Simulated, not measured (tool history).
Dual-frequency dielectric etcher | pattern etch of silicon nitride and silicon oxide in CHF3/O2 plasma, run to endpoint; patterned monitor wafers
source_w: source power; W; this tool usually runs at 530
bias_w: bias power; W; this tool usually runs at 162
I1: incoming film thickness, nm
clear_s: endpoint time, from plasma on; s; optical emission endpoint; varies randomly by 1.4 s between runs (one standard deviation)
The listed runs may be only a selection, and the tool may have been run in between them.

run 1 day=0 | source_w=530 bias_w=162 | I1=202.4 | clear_s=161.1
run 2 day=1.379 | source_w=530 bias_w=162 | I1=206.2 | clear_s=164.8
run 3 day=2.775 | source_w=530 bias_w=162 | I1=203.5 | clear_s=161.4
run 4 day=3.683 | source_w=530 bias_w=162 | I1=208.3 | clear_s=166.5
run 5 day=4.292 | source_w=530 bias_w=133 | I1=205.2 | clear_s=172.3
run 6 day=4.804 | source_w=530 bias_w=133 | I1=204.9 | clear_s=169.7
run 7 day=6.283 | source_w=530 bias_w=133 | I1=207.3 | clear_s=175.4
run 8 day=7.571 | source_w=480 bias_w=191 | I1=205 | clear_s=162.6
run 9 day=8.604 | source_w=480 bias_w=191 | I1=203.8 | clear_s=158.9
run 10 day=9.188 | source_w=530 bias_w=162 | I1=206.3 | clear_s=166.4
run 11 day=10.529 | source_w=530 bias_w=162 | I1=206.2 | clear_s=166.2
run 12 day=11.612 | source_w=530 bias_w=162 | I1=205.1 | clear_s=167.2
run 13 day=13.042 | source_w=600 bias_w=162 | I1=204.3 | clear_s=160.8
run 14 day=13.562 | source_w=620 bias_w=201 | I1=206.8 | clear_s=151
run 15 day=14.938 | source_w=530 bias_w=199 | I1=204.5 | clear_s=157.1
run 16 day=15.783 | source_w=580 bias_w=191 | I1=206.7 | clear_s=155.9
run 17 day=17.117 | source_w=650 bias_w=137 | I1=207.1 | clear_s=165.9
run 18 day=17.788 | source_w=490 bias_w=162 | I1=203.9 | clear_s=169.4
-- day=17.958 bias power generator calibrated
-- day=18.171 source power generator calibrated
run 19 day=19.229 | source_w=530 bias_w=162 | I1=205.2 | clear_s=165.5
run 20 day=20.521 | source_w=480 bias_w=136 | I1=206.3 | clear_s=184.6
-- day=21.762 wet clean of the chamber
run 21 day=21.783 | source_w=450 bias_w=162 | I1=205.4 | clear_s=170
run 22 day=22.858 | source_w=530 bias_w=133 | I1=204.7 | clear_s=168
run 23 day=23.358 | source_w=530 bias_w=162 | I1=205.1 | clear_s=160.6
run 24 day=24.754 | source_w=600 bias_w=139 | I1=206.8 | clear_s=165.5
run 25 day=25.767 | source_w=420 bias_w=150 | I1=205.9 | clear_s=176.4
-- day=27.896 upper electrode replaced
run 26 day=29.783 | source_w=430 bias_w=139 | I1=205 | clear_s=179.6
run 27 day=30.412 | source_w=430 bias_w=191 | I1=206.6 | clear_s=169.1
run 28 day=31.175 | source_w=630 bias_w=144 | I1=204.1 | clear_s=157.3
run 29 day=32.033 | source_w=530 bias_w=151 | I1=207 | clear_s=167
run 30 day=32.9 | source_w=500 bias_w=129 | I1=206.5 | clear_s=179.4
run 31 day=34.379 | source_w=620 bias_w=162 | I1=205.1 | clear_s=156.9
run 32 day=35.342 | source_w=490 bias_w=131 | I1=206.8 | clear_s=178.4
run 33 day=35.992 | source_w=530 bias_w=162 | I1=204.5 | clear_s=165.4
run 34 day=36.683 | source_w=640 bias_w=135 | I1=205.6 | clear_s=163.4
run 35 day=37.412 | source_w=580 bias_w=162 | I1=205.7 | clear_s=161.6
run 36 day=38.521 | source_w=640 bias_w=162 | I1=205.4 | clear_s=158

For each run, what was the tool's unlogged condition?
source power that arrives over what is set, %: 0, the same for each run
bias power that arrives over what is set, %: 0, the same for each run
H1: etch rate over this chamber's usual, %
run=1 H1=-0.408
run=2 H1=-0.589
run=3 H1=-0.772
run=4 H1=-0.892
run=5 H1=-0.971
run=6 H1=-1.04
run=7 H1=-1.23
run=8 H1=-1.4
run=9 H1=-1.54
run=10 H1=-1.61
run=11 H1=-1.79
run=12 H1=-1.93
run=13 H1=-2.12
run=14 H1=-2.19
run=15 H1=-2.37
run=16 H1=-2.48
run=17 H1=-2.65
run=18 H1=-2.74
run=19 H1=-2.93
run=20 H1=-3.1
run=21 H1=0.107
run=22 H1=-0.0339
run=23 H1=-0.0995
run=24 H1=-0.283
run=25 H1=-0.415
run=26 H1=-0.942
run=27 H1=-1.02
run=28 H1=-1.12
run=29 H1=-1.24
run=30 H1=-1.35
run=31 H1=-1.55
run=32 H1=-1.67
run=33 H1=-1.76
run=34 H1=-1.85
run=35 H1=-1.94
run=36 H1=-2.09
